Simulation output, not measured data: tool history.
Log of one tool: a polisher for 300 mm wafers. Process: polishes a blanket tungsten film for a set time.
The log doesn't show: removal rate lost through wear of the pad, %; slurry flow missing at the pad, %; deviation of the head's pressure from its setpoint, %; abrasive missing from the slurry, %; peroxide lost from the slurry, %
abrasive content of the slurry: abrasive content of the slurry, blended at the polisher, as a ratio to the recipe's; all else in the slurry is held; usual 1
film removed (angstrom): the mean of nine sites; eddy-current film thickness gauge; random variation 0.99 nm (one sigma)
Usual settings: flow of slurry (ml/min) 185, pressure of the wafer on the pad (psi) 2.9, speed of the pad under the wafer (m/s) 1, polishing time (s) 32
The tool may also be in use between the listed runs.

run,hour,flow of slurry (ml/min),pressure of the wafer on the pad (psi),speed of the pad under the wafer (m/s),abrasive content of the slurry,polishing time (s),wafers since the last listed run,wafers polished on this pad,hours since the slurry nozzle was cleaned,hours since the head pressure was calibrated,hours since the slurry blender was calibrated,hours since the slurry got fresh peroxide,"incoming thickness of the incoming film, nm",film removed (angstrom)
1,0,160,2.9,1,1,32,0,33,82.4,41.1,90.4,146.3,680.7,955
2,20.6,160,2.9,1,1,32,216,249,103,61.7,111,166.9,672.5,981
3,44.2,185,2.7,1,1,32,247,497,126.6,85.3,134.6,190.5,679.7,951
# hour 50.8: slurry tank refilled with fresh slurry and peroxide
4,61.2,185,2.7,1,1,32,168,665,143.6,102.3,151.6,10.4,692.4,946
5,79.2,185,2.7,1,1,32,189,854,161.6,120.3,169.6,28.4,691.9,927
6,112.9,185,2.9,1,1,39,354,1208,195.3,154,203.3,62.1,678.4,1216
7,186.3,185,2.9,1,1,39,771,1980,268.7,227.4,276.7,135.5,672.6,1224
# hour 194: worn pad replaced by a new one
8,209.2,185,2.9,1,1,32,198,159,291.6,250.3,299.6,158.4,684.8,997
# hour 229.3: slurry tank refilled with fresh slurry and peroxide
9,231.8,185,2.9,1,1,32,226,386,314.2,272.9,322.2,2.5,671.8,982
10,257.5,185,2.9,1,1,32,270,656,339.9,298.6,347.9,28.2,689.5,981
11,270.2,185,2.9,1,1,32,133,790,352.6,311.3,360.6,40.9,672.6,982
# hour 346.4: worn pad replaced by a new one
12,346.9,185,2.9,1,1,32,763,5,429.3,388,437.3,117.6,693.1,992
# hour 379.4: slurry blender recalibrated
13,379.9,185,3.5,1,1,29,325,331,462.3,421,0.5,150.6,679,1007
# hour 410.1: slurry tank refilled with fresh slurry and peroxide
14,410.6,185,3.4,1,0.85,41,312,643,493,451.7,31.2,0.5,686.6,1347
# hour 429.7: slurry nozzle cleaned
15,500.8,140,2.9,1.22,1,36,937,1580,71.1,541.9,121.4,90.7,680,1170
16,528.7,185,2.9,1,1,32,293,1874,99,569.8,149.3,118.6,683.8,985
# hour 539.4: worn pad replaced by a new one
17,556.7,185,2.3,1.14,1,32,252,182,127,597.8,177.3,146.6,676.9,937
# hour 572.9: slurry tank refilled with fresh slurry and peroxide
18,585.2,185,2.9,1,1,32,288,471,155.5,626.3,205.8,12.3,678.8,994
19,601.5,185,2.9,1.18,1,24,171,642,171.8,642.6,222.1,28.6,678.5,824
20,632.9,185,2.9,1,1,32,329,972,203.2,674,253.5,60,673.7,991
# hour 657.8: head pressure recalibrated
21,658.3,215,3.4,1.22,1,27,245,1218,228.6,0.5,278.9,85.4,678.6,1072
22,675.2,185,2.9,1,1,32,177,1395,245.5,17.4,295.8,102.3,684.5,992
# hour 737.6: worn pad replaced by a new one
# hour 741.4: slurry tank refilled with fresh slurry and peroxide
# hour 761: slurry blender recalibrated
23,761.5,185,2.9,1.32,0.75,43,833,219,331.8,103.7,0.5,20.1,672.9,1498
24,783.3,155,3.5,1,1.2,32,229,448,353.6,125.5,22.3,41.9,674.7,1126
25,818.5,125,2.9,1,1,39,369,818,388.8,160.7,57.5,77.1,679.4,1114
26,853.7,210,3.7,1,1.15,32,369,1188,424,195.9,92.7,112.3,685.3,1225

4 ways to go on from here, each from the tool as it stands after run 26. What would each give?
A,854.1,185,2.9,1,1,32,4,1192,424.4,196.3,93.1,112.7,684.4,?
B,854.1,185,2,1,1,32,4,1192,424.4,196.3,93.1,112.7,684.4,?
C,854.1,185,3.4,1,1,37,4,1192,424.4,196.3,93.1,112.7,684.4,?
D,854.1,185,2.9,1.28,1,32,4,1192,424.4,196.3,93.1,112.7,684.4,?

run,film removed (angstrom)
A,986
B,792
C,1264
D,1151
Without the tool's hidden state the same runs would have given:
run,film removed (angstrom)
A,986
B,792
C,1264
D,1151
